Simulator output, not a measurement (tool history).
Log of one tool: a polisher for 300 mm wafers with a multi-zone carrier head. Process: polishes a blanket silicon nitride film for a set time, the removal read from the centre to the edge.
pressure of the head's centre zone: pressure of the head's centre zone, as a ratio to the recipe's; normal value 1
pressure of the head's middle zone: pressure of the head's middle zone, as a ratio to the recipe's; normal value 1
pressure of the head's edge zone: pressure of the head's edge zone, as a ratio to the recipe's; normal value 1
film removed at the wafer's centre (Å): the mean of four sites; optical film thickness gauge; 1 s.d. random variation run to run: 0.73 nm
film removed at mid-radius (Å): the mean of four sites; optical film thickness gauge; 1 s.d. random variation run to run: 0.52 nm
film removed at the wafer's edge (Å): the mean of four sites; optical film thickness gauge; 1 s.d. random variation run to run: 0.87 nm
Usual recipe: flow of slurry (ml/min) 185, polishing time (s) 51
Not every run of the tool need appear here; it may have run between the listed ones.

| run | hour | flow of slurry (ml/min) | pressure of the head's centre zone | pressure of the head's middle zone | pressure of the head's edge zone | polishing time (s) | wafers since the last listed run | wafers polished on this pad | hours since the slurry nozzle was cleaned | hours since the centre zone pressure was calibrated | hours since the edge zone pressure was calibrated | hours since the carrier head's membrane was replaced | incoming thickness of the incoming film, nm | film removed at the wafer's centre (Å) | film removed at mid-radius (Å) | film removed at the wafer's edge (Å) |
|---|---|---|---|---|---|---|---|---|---|---|---|---|---|---|---|---|
| 1 | 0 | 185 | 1.11 | 1 | 1 | 51 | 0 | 5597 | 208.6 | 572.9 | 50.8 | 1425.6 | 552.5 | 626 | 575 | 589 |
| 2 | 66.8 | 185 | 1 | 1 | 1.06 | 51 | 945 | 6543 | 275.4 | 639.7 | 117.6 | 1492.4 | 552 | 588 | 582 | 609 |
|  | 96.4 | worn pad replaced by a new one |
|  | 100.6 | centre zone pressure recalibrated |
| 3 | 115.6 | 185 | 1 | 1 | 1 | 51 | 605 | 243 | 324.2 | 15 | 166.4 | 1541.2 | 548.3 | 629 | 623 | 627 |
|  | 156 | carrier head's membrane replaced by a new one |
| 4 | 158.9 | 185 | 1 | 1 | 1 | 51 | 542 | 786 | 367.5 | 58.3 | 209.7 | 2.9 | 541.4 | 628 | 608 | 630 |
| 5 | 191 | 185 | 1 | 1 | 0.95 | 64 | 454 | 1240 | 399.6 | 90.4 | 241.8 | 35 | 545.9 | 779 | 753 | 748 |
| 6 | 259.1 | 185 | 1 | 1 | 0.93 | 51 | 964 | 2204 | 467.7 | 158.5 | 309.9 | 103.1 | 550.2 | 602 | 598 | 595 |
| 7 | 289.4 | 125 | 1 | 1 | 1 | 51 | 428 | 2633 | 498 | 188.8 | 340.2 | 133.4 | 554.3 | 551 | 550 | 575 |
|  | 300.7 | slurry nozzle cleaned |
| 8 | 318.5 | 185 | 1 | 1 | 1 | 51 | 397 | 3031 | 17.8 | 217.9 | 369.3 | 162.5 | 558 | 587 | 584 | 593 |
| 9 | 364.6 | 185 | 1.04 | 1 | 0.95 | 42 | 652 | 3683 | 63.9 | 264 | 415.4 | 208.6 | 558.1 | 500 | 479 | 483 |
| 10 | 416.8 | 185 | 1 | 1 | 1 | 51 | 738 | 4422 | 116.1 | 316.2 | 467.6 | 260.8 | 551.6 | 581 | 581 | 598 |
| 11 | 445.4 | 150 | 1 | 0.96 | 1 | 56 | 404 | 4827 | 144.7 | 344.8 | 496.2 | 289.4 | 546.5 | 604 | 589 | 626 |
| 12 | 475.2 | 160 | 1 | 1 | 1 | 51 | 421 | 5249 | 174.5 | 374.6 | 526 | 319.2 | 548.4 | 578 | 560 | 579 |
| 13 | 503 | 185 | 1 | 1 | 1 | 51 | 393 | 5642 | 202.3 | 402.4 | 553.8 | 347 | 549.7 | 567 | 576 | 584 |
| 14 | 565.3 | 185 | 1.05 | 1 | 0.91 | 51 | 881 | 6524 | 264.6 | 464.7 | 616.1 | 409.3 | 546.8 | 596 | 569 | 569 |
|  | 577 | worn pad replaced by a new one |
| 15 | 623.3 | 185 | 1 | 1 | 1.04 | 43 | 764 | 654 | 322.6 | 522.7 | 674.1 | 467.3 | 550.3 | 517 | 520 | 539 |
| 16 | 652.4 | 185 | 1 | 1.05 | 1 | 51 | 411 | 1066 | 351.7 | 551.8 | 703.2 | 496.4 | 560.3 | 607 | 631 | 615 |
| 17 | 712.2 | 230 | 0.96 | 1 | 1.07 | 33 | 846 | 1913 | 411.5 | 611.6 | 763 | 556.2 | 555.4 | 399 | 402 | 418 |
|  | 761.9 | edge zone pressure recalibrated |
| 18 | 778.2 | 245 | 1 | 1 | 1 | 51 | 905 | 2819 | 477.5 | 677.6 | 16.3 | 622.2 | 546.1 | 624 | 605 | 616 |
|  | 783.6 | slurry nozzle cleaned |
|  | 793.6 | centre zone pressure recalibrated |
| 19 | 821.3 | 185 | 1 | 1 | 1 | 51 | 567 | 3386 | 37.7 | 27.7 | 59.4 | 665.3 | 541.7 | 582 | 587 | 601 |
| 20 | 855.1 | 160 | 1 | 1 | 1 | 64 | 478 | 3865 | 71.5 | 61.5 | 93.2 | 699.1 | 554.9 | 710 | 716 | 740 |
| 21 | 910.5 | 185 | 1 | 1.12 | 1.09 | 51 | 784 | 4649 | 126.9 | 116.9 | 148.6 | 754.5 | 549.2 | 567 | 631 | 625 |

Here are 5 independent what-if runs from the current tool condition. What would each one return?
| A | 910.9 | 185 | 1 | 1 | 1 | 65 | 5 | 4655 | 127.3 | 117.3 | 149 | 754.9 | 555.1 | ? | ? | ? |
| B | 910.9 | 185 | 1 | 1.1 | 1 | 40 | 5 | 4655 | 127.3 | 117.3 | 149 | 754.9 | 555.1 | ? | ? | ? |
| C | 910.9 | 225 | 1 | 1 | 0.92 | 69 | 5 | 4655 | 127.3 | 117.3 | 149 | 754.9 | 555.1 | ? | ? | ? |
| D | 910.9 | 205 | 1 | 1 | 1 | 51 | 5 | 4655 | 127.3 | 117.3 | 149 | 754.9 | 555.1 | ? | ? | ? |
| E | 910.9 | 185 | 1 | 1 | 0.97 | 51 | 5 | 4655 | 127.3 | 117.3 | 149 | 754.9 | 555.1 | ? | ? | ? |

| run | film removed at the wafer's centre (Å) | film removed at mid-radius (Å) | film removed at the wafer's edge (Å) |
|---|---|---|---|
| A | 728 | 742 | 743 |
| B | 448 | 495 | 457 |
| C | 796 | 808 | 773 |
| D | 580 | 590 | 589 |
| E | 571 | 582 | 575 |
The same runs, with their run-to-run variation unchanged, on a tool lacking any hidden condition would have given:
| run | film removed at the wafer's centre (Å) | film removed at mid-radius (Å) | film removed at the wafer's edge (Å) |
|---|---|---|---|
| A | 800 | 815 | 816 |
| B | 492 | 544 | 502 |
| C | 874 | 888 | 849 |
| D | 637 | 648 | 647 |
| E | 627 | 639 | 631 |
